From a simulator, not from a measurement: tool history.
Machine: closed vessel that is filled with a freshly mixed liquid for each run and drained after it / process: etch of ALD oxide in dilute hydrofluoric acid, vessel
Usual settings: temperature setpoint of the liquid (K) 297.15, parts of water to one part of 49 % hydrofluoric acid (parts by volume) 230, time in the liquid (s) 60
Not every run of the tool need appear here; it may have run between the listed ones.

run	hour	temperature setpoint of the liquid (K)	parts of water to one part of 49 % hydrofluoric acid (parts by volume)	time in the liquid (s)	wafers since the last listed run	hours since the thermometer was replaced	hours since the hydrofluoric acid flow meter was replaced	hours since the gauge calibration	read-back film thickness of the ALD oxide reference wafer, read on the same gauge (nm)	thickness taken off the ALD oxide on a monitor wafer (Å)
1	0.0	297.15	230	60	0	107.0	555.6	225.0	150.04	71.1
2	20.1	297.15	230	60	1505	127.1	575.7	245.1	150.02	70.8
3	42.4	297.15	195	60	1670	149.4	598.0	267.4	150.01	86.2
4	70.8	297.15	230	60	2127	177.8	626.4	295.8	149.99	70.2
5	100.5	298.15	230	60	2224	207.5	656.1	325.5	149.98	72.8
6	115.1	298.15	230	60	1093	222.1	670.7	340.1	149.99	73.1
7	137.3	297.15	275	60	1663	244.3	692.9	362.3	149.99	56.8
8	155.7	297.15	275	60	1378	262.7	711.3	380.7	149.98	55.4
9	219.9	297.15	275	60	4809	326.9	775.5	444.9	149.97	56.0
10	243.2	297.15	170	60	1745	350.2	798.8	468.2	149.98	100.7
11	269.7	297.15	230	60	1985	376.7	825.3	494.7	149.99	69.7
# hour 287.0: hydrofluoric acid flow meter replaced
12	288.0	297.15	230	60	1296	395.0	1.0	513.0	150.04	65.7
# hour 332.3: gauge calibrated
13	393.9	297.15	230	60	7933	500.9	106.9	61.6	150.00	65.0
# hour 403.0: thermometer replaced
14	407.2	297.15	230	60	921	4.2	120.2	74.9	150.04	65.1
15	439.0	297.15	230	60	2382	36.0	152.0	106.7	149.98	65.4
# hour 452.2: hydrofluoric acid flow meter replaced, repeated, since the last time left the tool worse
16	465.4	301.65	230	80	1902	62.4	13.2	133.1	149.98	115.0
17	482.6	300.65	230	30	1288	79.6	30.4	150.3	150.00	41.9
18	513.7	297.15	230	60	2329	110.7	61.5	181.4	149.97	74.4

Forecast run 19:
19	539.5	297.15	230	60	1932	136.5	87.3	207.2	?	?

Run 19 measured read-back film thickness of the ALD oxide reference wafer, read on the same gauge (nm) 150.03, thickness taken off the ALD oxide on a monitor wafer (Å) 73.5.
Take away the tool's hidden state, keep the run-to-run variation as it was, and the same run would have given thickness taken off the ALD oxide on a monitor wafer (Å) 74.1.
